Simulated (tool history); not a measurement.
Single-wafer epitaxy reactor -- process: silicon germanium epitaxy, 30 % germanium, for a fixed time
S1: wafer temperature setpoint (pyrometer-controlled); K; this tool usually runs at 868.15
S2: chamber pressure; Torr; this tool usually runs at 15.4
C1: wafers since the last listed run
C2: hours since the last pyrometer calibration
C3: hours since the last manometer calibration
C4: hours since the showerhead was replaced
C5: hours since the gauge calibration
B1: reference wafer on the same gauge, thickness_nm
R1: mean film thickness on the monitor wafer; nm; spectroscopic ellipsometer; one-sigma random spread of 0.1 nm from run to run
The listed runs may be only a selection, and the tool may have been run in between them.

Run 1, hour 0.0: usual settings but S1 879.15 K, S2 17.4 Torr; C1 0; C2 2914.0; C3 2087.4; C4 2504.6; C5 65.0; B1 53.282. Result: R1 53.798 nm.
Run 2, hour 9.8: usual settings but S1 879.15 K, S2 17.4 Torr; C1 141; C2 2923.8; C3 2097.2; C4 2514.4; C5 74.8; B1 53.319. Result: R1 53.757 nm.
Run 3, hour 18.6: usual settings but S1 877.15 K; C1 127; C2 2932.6; C3 2106.0; C4 2523.2; C5 83.6; B1 53.292. Result: R1 49.248 nm.
Run 4, hour 32.8: usual settings; C1 205; C2 2946.8; C3 2120.2; C4 2537.4; C5 97.8; B1 53.308. Result: R1 40.545 nm.
Run 5, hour 47.7: usual settings; C1 215; C2 2961.7; C3 2135.1; C4 2552.3; C5 112.7; B1 53.290. Result: R1 40.583 nm.
At hour 55.9: gauge calibrated.
Run 6, hour 57.5: usual settings; C1 141; C2 2971.5; C3 2144.9; C4 2562.1; C5 1.6; B1 53.302. Result: R1 40.458 nm.
At hour 73.8: pyrometer calibrated.
Run 7, hour 74.3: usual settings; C1 127; C2 0.5; C3 2161.7; C4 2578.9; C5 18.4; B1 53.330. Result: R1 46.709 nm.
Run 8, hour 84.4: usual settings; C1 145; C2 10.6; C3 2171.8; C4 2589.0; C5 28.5; B1 53.304. Result: R1 46.744 nm.
Run 9, hour 91.3: usual settings; C1 99; C2 17.5; C3 2178.7; C4 2595.9; C5 35.4; B1 53.290. Result: R1 46.775 nm.
Run 10, hour 101.2: usual settings; C1 143; C2 27.4; C3 2188.6; C4 2605.8; C5 45.3; B1 53.291. Result: R1 46.925 nm.
At hour 116.2: showerhead replaced.
Run 11, hour 116.7: usual settings; C1 108; C2 42.9; C3 2204.1; C4 0.5; C5 60.8; B1 53.322. Result: R1 46.823 nm.
Run 12, hour 120.5: usual settings; C1 54; C2 46.7; C3 2207.9; C4 4.3; C5 64.6; B1 53.302. Result: R1 46.977 nm.
Run 13, hour 136.2: usual settings but S1 857.15 K; C1 226; C2 62.4; C3 2223.6; C4 20.0; C5 80.3; B1 53.249. Result: R1 37.074 nm.
Run 14, hour 144.4: usual settings; C1 118; C2 70.6; C3 2231.8; C4 28.2; C5 88.5; B1 53.309. Result: R1 46.872 nm.
Run 15, hour 154.2: usual settings but S1 882.15 K, S2 13.3 Torr; C1 141; C2 80.4; C3 2241.6; C4 38.0; C5 98.3; B1 53.335. Result: R1 58.728 nm.
At hour 166.3: capacitance manometer re-zeroed and calibrated.
Run 16, hour 166.8: usual settings but S1 872.15 K, S2 17.7 Torr; C1 66; C2 93.0; C3 0.5; C4 50.6; C5 110.9; B1 53.292. Result: R1 53.792 nm.
Run 17, hour 177.4: usual settings; C1 153; C2 103.6; C3 11.1; C4 61.2; C5 121.5; B1 53.286. Result: R1 46.673 nm.
At hour 181.0: gauge calibrated.
Run 18, hour 189.3: usual settings but S1 855.15 K, S2 18.1 Torr; C1 171; C2 115.5; C3 23.0; C4 73.1; C5 8.3; B1 53.300. Result: R1 37.693 nm.
Run 19, hour 203.4: usual settings but S1 855.15 K, S2 12.0 Torr; C1 203; C2 129.6; C3 37.1; C4 87.2; C5 22.4; B1 53.303. Result: R1 32.033 nm.
Run 20, hour 219.6: usual settings but S1 880.15 K, S2 18.2 Torr; C1 234; C2 145.8; C3 53.3; C4 103.4; C5 38.6; B1 53.256. Result: R1 64.524 nm.
Run 21, hour 234.4: usual settings but S2 12.2 Torr; C1 213; C2 160.6; C3 68.1; C4 118.2; C5 53.4; B1 53.304. Result: R1 42.702 nm.

Predict each of these 3 candidate next runs independently; none follows another, all start after run 21:
Run A, hour 234.8: usual settings but S1 861.15 K; C1 5; C2 161.0; C3 68.5; C4 118.6; C5 53.8; B1 ?. Result: R1 ?.
Run B, hour 234.8: usual settings but S1 876.15 K, S2 13.3 Torr; C1 5; C2 161.0; C3 68.5; C4 118.6; C5 53.8; B1 ?. Result: R1 ?.
Run C, hour 234.8: usual settings but S1 864.15 K, S2 12.1 Torr; C1 5; C2 161.0; C3 68.5; C4 118.6; C5 53.8; B1 ?. Result: R1 ?.

run      B1      R1
  A  53.315  40.197
  B  53.315  51.982
  C  53.315  38.909
What these runs would have given with no unlogged condition in the tool:
run      R1
  A  40.557
  B  52.430
  C  39.254
